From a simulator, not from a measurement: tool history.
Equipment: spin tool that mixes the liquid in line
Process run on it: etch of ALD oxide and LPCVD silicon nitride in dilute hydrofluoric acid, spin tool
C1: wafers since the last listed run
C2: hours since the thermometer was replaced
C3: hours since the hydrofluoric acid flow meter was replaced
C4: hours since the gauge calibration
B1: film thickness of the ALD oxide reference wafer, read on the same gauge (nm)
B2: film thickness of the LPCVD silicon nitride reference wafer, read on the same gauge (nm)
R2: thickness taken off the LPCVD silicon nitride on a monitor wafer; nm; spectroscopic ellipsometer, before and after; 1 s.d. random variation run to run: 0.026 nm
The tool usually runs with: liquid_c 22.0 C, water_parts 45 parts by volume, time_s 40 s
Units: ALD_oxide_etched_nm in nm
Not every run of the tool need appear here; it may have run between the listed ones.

{"run": 1, "day": 0.0, "liquid_c": 22.0, "water_parts": 45, "time_s": 40, "C1": 0, "C2": 413.8, "C3": 927.3, "C4": 54.9, "B1": 69.98, "B2": 80.033, "ALD_oxide_etched_nm": 11.61, "R2": 0.445}
{"run": 2, "day": 2.421, "liquid_c": 22.0, "water_parts": 45, "time_s": 40, "C1": 888, "C2": 471.9, "C3": 985.4, "C4": 113.0, "B1": 70.0, "B2": 80.003, "ALD_oxide_etched_nm": 11.71, "R2": 0.462}
{"run": 3, "day": 4.233, "liquid_c": 22.0, "water_parts": 45, "time_s": 40, "C1": 665, "C2": 515.4, "C3": 1028.9, "C4": 156.5, "B1": 69.99, "B2": 79.973, "ALD_oxide_etched_nm": 11.79, "R2": 0.43}
{"run": 4, "day": 5.579, "liquid_c": 25.5, "water_parts": 45, "time_s": 60, "C1": 494, "C2": 547.7, "C3": 1061.2, "C4": 188.8, "B1": 69.99, "B2": 80.007, "ALD_oxide_etched_nm": 20.44, "R2": 0.752}
{"run": 5, "day": 8.542, "liquid_c": 26.5, "water_parts": 45, "time_s": 40, "C1": 1087, "C2": 618.8, "C3": 1132.3, "C4": 259.9, "B1": 70.0, "B2": 80.001, "ALD_oxide_etched_nm": 14.03, "R2": 0.575}
{"day": 9.933, "done": "hydrofluoric acid flow meter replaced"}
{"run": 6, "day": 10.958, "liquid_c": 22.0, "water_parts": 55, "time_s": 40, "C1": 871, "C2": 676.8, "C3": 24.6, "C4": 317.9, "B1": 70.0, "B2": 80.051, "ALD_oxide_etched_nm": 9.59, "R2": 0.353}
{"run": 7, "day": 13.192, "liquid_c": 25.0, "water_parts": 55, "time_s": 25, "C1": 819, "C2": 730.4, "C3": 78.2, "C4": 371.5, "B1": 70.0, "B2": 79.977, "ALD_oxide_etched_nm": 6.82, "R2": 0.273}
{"run": 8, "day": 16.021, "liquid_c": 22.0, "water_parts": 45, "time_s": 40, "C1": 1038, "C2": 798.3, "C3": 146.1, "C4": 439.4, "B1": 70.01, "B2": 80.043, "ALD_oxide_etched_nm": 11.98, "R2": 0.374}
{"day": 17.888, "done": "thermometer replaced"}
{"run": 9, "day": 18.938, "liquid_c": 20.0, "water_parts": 45, "time_s": 40, "C1": 1055, "C2": 25.2, "C3": 216.1, "C4": 509.4, "B1": 70.0, "B2": 79.989, "ALD_oxide_etched_nm": 10.3, "R2": 0.384}
{"run": 10, "day": 20.733, "liquid_c": 24.0, "water_parts": 40, "time_s": 40, "C1": 659, "C2": 68.3, "C3": 259.2, "C4": 552.5, "B1": 70.0, "B2": 79.981, "ALD_oxide_etched_nm": 13.77, "R2": 0.507}
{"run": 11, "day": 22.804, "liquid_c": 22.0, "water_parts": 35, "time_s": 40, "C1": 760, "C2": 118.0, "C3": 308.9, "C4": 602.2, "B1": 70.0, "B2": 79.989, "ALD_oxide_etched_nm": 14.88, "R2": 0.485}
{"run": 12, "day": 23.871, "liquid_c": 25.5, "water_parts": 45, "time_s": 40, "C1": 391, "C2": 143.6, "C3": 334.5, "C4": 627.8, "B1": 69.99, "B2": 79.968, "ALD_oxide_etched_nm": 13.2, "R2": 0.494}
{"run": 13, "day": 25.825, "liquid_c": 19.5, "water_parts": 50, "time_s": 55, "C1": 717, "C2": 190.5, "C3": 381.4, "C4": 674.7, "B1": 70.0, "B2": 80.001, "ALD_oxide_etched_nm": 12.66, "R2": 0.442}
{"run": 14, "day": 26.862, "liquid_c": 22.0, "water_parts": 25, "time_s": 60, "C1": 380, "C2": 215.4, "C3": 406.3, "C4": 699.6, "B1": 69.99, "B2": 80.012, "ALD_oxide_etched_nm": 31.82, "R2": 1.04}
{"run": 15, "day": 28.938, "liquid_c": 22.0, "water_parts": 40, "time_s": 40, "C1": 761, "C2": 265.2, "C3": 456.1, "C4": 749.4, "B1": 70.02, "B2": 80.013, "ALD_oxide_etched_nm": 13.1, "R2": 0.462}
{"run": 16, "day": 30.054, "liquid_c": 22.0, "water_parts": 45, "time_s": 40, "C1": 409, "C2": 292.0, "C3": 482.9, "C4": 776.2, "B1": 69.99, "B2": 80.0, "ALD_oxide_etched_nm": 11.51, "R2": 0.463}
{"run": 17, "day": 31.175, "liquid_c": 27.0, "water_parts": 45, "time_s": 40, "C1": 411, "C2": 318.9, "C3": 509.8, "C4": 803.1, "B1": 70.01, "B2": 79.984, "ALD_oxide_etched_nm": 14.18, "R2": 0.5}
{"run": 18, "day": 33.15, "liquid_c": 22.0, "water_parts": 45, "time_s": 40, "C1": 725, "C2": 366.3, "C3": 557.2, "C4": 850.5, "B1": 70.01, "B2": 80.02, "ALD_oxide_etched_nm": 11.48, "R2": 0.451}
{"run": 19, "day": 35.646, "liquid_c": 26.0, "water_parts": 45, "time_s": 50, "C1": 916, "C2": 426.2, "C3": 617.1, "C4": 910.4, "B1": 69.98, "B2": 79.992, "ALD_oxide_etched_nm": 17.22, "R2": 0.699}
{"run": 20, "day": 37.454, "liquid_c": 17.5, "water_parts": 35, "time_s": 25, "C1": 663, "C2": 469.6, "C3": 660.5, "C4": 953.8, "B1": 70.0, "B2": 79.931, "ALD_oxide_etched_nm": 7.87, "R2": 0.236}
{"run": 21, "day": 40.342, "liquid_c": 22.0, "water_parts": 45, "time_s": 40, "C1": 1060, "C2": 538.9, "C3": 729.8, "C4": 1023.1, "B1": 70.02, "B2": 79.969, "ALD_oxide_etched_nm": 11.66, "R2": 0.408}
{"run": 22, "day": 43.279, "liquid_c": 22.0, "water_parts": 45, "time_s": 40, "C1": 1078, "C2": 609.4, "C3": 800.3, "C4": 1093.6, "B1": 69.99, "B2": 80.033, "ALD_oxide_etched_nm": 11.77, "R2": 0.421}
{"run": 23, "day": 44.558, "liquid_c": 26.0, "water_parts": 45, "time_s": 60, "C1": 469, "C2": 640.1, "C3": 831.0, "C4": 1124.3, "B1": 70.0, "B2": 80.005, "ALD_oxide_etched_nm": 20.7, "R2": 0.73}
{"run": 24, "day": 47.175, "liquid_c": 22.0, "water_parts": 60, "time_s": 40, "C1": 960, "C2": 702.9, "C3": 893.8, "C4": 1187.1, "B1": 70.01, "B2": 79.982, "ALD_oxide_etched_nm": 8.69, "R2": 0.316}
{"run": 25, "day": 50.146, "liquid_c": 22.0, "water_parts": 45, "time_s": 25, "C1": 1090, "C2": 774.2, "C3": 965.1, "C4": 1258.4, "B1": 70.0, "B2": 79.996, "ALD_oxide_etched_nm": 7.45, "R2": 0.257}

Below are 5 alternative next runs, each starting from the tool's condition after run 25. Predict each:
{"run": "A", "day": 50.162, "liquid_c": 22.0, "water_parts": 45, "time_s": 40, "C1": 6, "C2": 774.6, "C3": 965.5, "C4": 1258.8, "B1": "?", "B2": "?", "ALD_oxide_etched_nm": "?", "R2": "?"}
{"run": "B", "day": 50.162, "liquid_c": 22.0, "water_parts": 65, "time_s": 30, "C1": 6, "C2": 774.6, "C3": 965.5, "C4": 1258.8, "B1": "?", "B2": "?", "ALD_oxide_etched_nm": "?", "R2": "?"}
{"run": "C", "day": 50.162, "liquid_c": 22.0, "water_parts": 45, "time_s": 50, "C1": 6, "C2": 774.6, "C3": 965.5, "C4": 1258.8, "B1": "?", "B2": "?", "ALD_oxide_etched_nm": "?", "R2": "?"}
{"run": "D", "day": 50.162, "liquid_c": 22.0, "water_parts": 45, "time_s": 20, "C1": 6, "C2": 774.6, "C3": 965.5, "C4": 1258.8, "B1": "?", "B2": "?", "ALD_oxide_etched_nm": "?", "R2": "?"}
{"run": "E", "day": 50.162, "liquid_c": 19.5, "water_parts": 60, "time_s": 20, "C1": 6, "C2": 774.6, "C3": 965.5, "C4": 1258.8, "B1": "?", "B2": "?", "ALD_oxide_etched_nm": "?", "R2": "?"}

run=A B1=70.01 B2=79.987 ALD_oxide_etched_nm=11.87 R2=0.444
run=B B1=70.01 B2=79.987 ALD_oxide_etched_nm=6.01 R2=0.233
run=C B1=70.01 B2=79.987 ALD_oxide_etched_nm=14.84 R2=0.556
run=D B1=70.01 B2=79.987 ALD_oxide_etched_nm=5.94 R2=0.222
run=E B1=70.01 B2=79.987 ALD_oxide_etched_nm=3.94 R2=0.141
With no hidden state in the tool, these same runs would have given:
run=A ALD_oxide_etched_nm=11.11 R2=0.399
run=B ALD_oxide_etched_nm=5.62 R2=0.209
run=C ALD_oxide_etched_nm=13.88 R2=0.498
run=D ALD_oxide_etched_nm=5.55 R2=0.199
run=E ALD_oxide_etched_nm=3.68 R2=0.127

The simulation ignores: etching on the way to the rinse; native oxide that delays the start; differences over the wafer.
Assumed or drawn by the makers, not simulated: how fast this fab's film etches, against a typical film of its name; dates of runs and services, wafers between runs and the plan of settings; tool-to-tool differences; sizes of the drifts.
